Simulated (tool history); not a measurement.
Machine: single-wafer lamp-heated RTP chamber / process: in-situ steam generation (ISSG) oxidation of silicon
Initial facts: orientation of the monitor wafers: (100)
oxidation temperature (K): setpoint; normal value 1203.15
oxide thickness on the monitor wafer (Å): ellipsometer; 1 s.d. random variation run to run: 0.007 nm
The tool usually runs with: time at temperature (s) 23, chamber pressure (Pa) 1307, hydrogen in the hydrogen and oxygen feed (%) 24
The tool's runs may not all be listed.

run,hour,oxidation temperature (K),time at temperature (s),chamber pressure (Pa),hydrogen in the hydrogen and oxygen feed (%),wafers since the last listed run,wafers since the last pyrometer calibration,hours since the pressure gauge was zeroed,hours since the hydrogen flow controller was replaced,hours since the gauge calibration,"read-back reference wafer on the same gauge, thickness",oxide thickness on the monitor wafer (Å)
1,0.0,1203.15,23,1213,24,0,6491,2219.9,4932.0,1585.5,4.882,48.11
2,75.6,1203.15,23,1213,24,744,7236,2295.5,5007.6,1661.1,4.881,48.15
# hour 110.8: pyrometer window cleaned and pyrometer calibrated
3,126.4,1203.15,19,1307,24,421,153,2346.3,5058.4,1711.9,4.880,43.28
4,187.1,1203.15,29,1307,24,597,751,2407.0,5119.1,1772.6,4.882,51.32
5,227.0,1203.15,29,1307,24,393,1144,2446.9,5159.0,1812.5,4.878,51.72
6,298.0,1203.15,29,1307,24,699,1844,2517.9,5230.0,1883.5,4.881,51.88
7,338.9,1203.15,18,1307,24,402,2247,2558.8,5270.9,1924.4,4.880,42.80
8,536.3,1203.15,16,1307,24,1944,4191,2756.2,5468.3,2121.8,4.885,41.24
9,724.5,1203.15,16,1307,24,1853,6045,2944.4,5656.5,2310.0,4.881,41.21
# hour 781.3: pyrometer window cleaned and pyrometer calibrated
10,827.2,1203.15,16,1307,24,932,452,3047.1,5759.2,2412.7,4.884,40.63
11,902.4,1203.15,30,1307,18,740,1192,3122.3,5834.4,2487.9,4.879,49.39
# hour 932.6: gauge calibrated
12,1001.7,1203.15,30,1307,18,978,2171,3221.6,5933.7,69.1,4.877,49.59
13,1063.8,1203.15,30,1307,18,611,2782,3283.7,5995.8,131.2,4.880,49.85
# hour 1088.7: hydrogen flow controller replaced
14,1100.5,1203.15,23,1307,24,282,3065,3320.4,11.8,167.9,4.878,47.19
15,1137.1,1203.15,23,1307,29,360,3426,3357.0,48.4,204.5,4.879,49.20
16,1181.6,1203.15,23,1307,24,438,3864,3401.5,92.9,249.0,4.876,47.29
17,1252.8,1203.15,23,1307,32,701,4565,3472.7,164.1,320.2,4.881,50.42
18,1310.6,1203.15,23,1360,20,569,5135,3530.5,221.9,378.0,4.881,45.32
19,1359.4,1203.15,23,1360,24,480,5615,3579.3,270.7,426.8,4.877,47.13
20,1433.6,1217.15,23,1307,24,730,6346,3653.5,344.9,501.0,4.880,49.48
# hour 1452.3: pyrometer window cleaned and pyrometer calibrated
21,1473.5,1203.15,23,1307,24,314,208,3693.4,384.8,540.9,4.878,46.88
22,1577.9,1203.15,23,1307,24,1028,1236,3797.8,489.2,645.3,4.878,47.23
23,1647.6,1186.15,20,1360,24,686,1923,3867.5,558.9,715.0,4.879,42.34
# hour 1685.1: pressure gauge zeroed
24,1733.2,1203.15,14,1307,17,764,2687,48.1,644.5,800.6,4.878,36.35
25,1820.8,1214.15,23,1307,24,862,3550,135.7,732.1,888.2,4.878,49.15
26,1917.2,1218.15,32,1120,18,949,4500,232.1,828.5,984.6,4.881,55.11
27,1978.8,1203.15,31,1360,24,606,5107,293.7,890.1,1046.2,4.882,53.67
28,2033.9,1188.15,16,1307,24,542,5650,348.8,945.2,1101.3,4.879,40.00
29,2241.7,1203.15,23,1307,24,2046,7697,556.6,1153.0,1309.1,4.876,47.78
# hour 2265.2: pyrometer window cleaned and pyrometer calibrated
30,2285.3,1184.15,17,1307,24,350,198,600.2,1196.6,1352.7,4.880,39.65
31,2342.8,1203.15,23,1307,24,566,764,657.7,1254.1,1410.2,4.882,46.89

What if the next run were any one of these 4? Each begins from the tool's condition after run 31:
A,2343.2,1203.15,27,1307,24,3,768,658.1,1254.5,1410.6,?,?
B,2343.2,1203.15,20,1360,24,3,768,658.1,1254.5,1410.6,?,?
C,2343.2,1195.15,29,1307,24,3,768,658.1,1254.5,1410.6,?,?
D,2343.2,1203.15,23,1107,24,3,768,658.1,1254.5,1410.6,?,?

run,"read-back reference wafer on the same gauge, thickness",oxide thickness on the monitor wafer (Å)
A,4.881,49.80
B,4.881,43.77
C,4.881,50.10
D,4.881,47.56
Without the tool's hidden state the same runs would have given:
run,oxide thickness on the monitor wafer (Å)
A,49.51
B,43.54
C,49.81
D,47.29

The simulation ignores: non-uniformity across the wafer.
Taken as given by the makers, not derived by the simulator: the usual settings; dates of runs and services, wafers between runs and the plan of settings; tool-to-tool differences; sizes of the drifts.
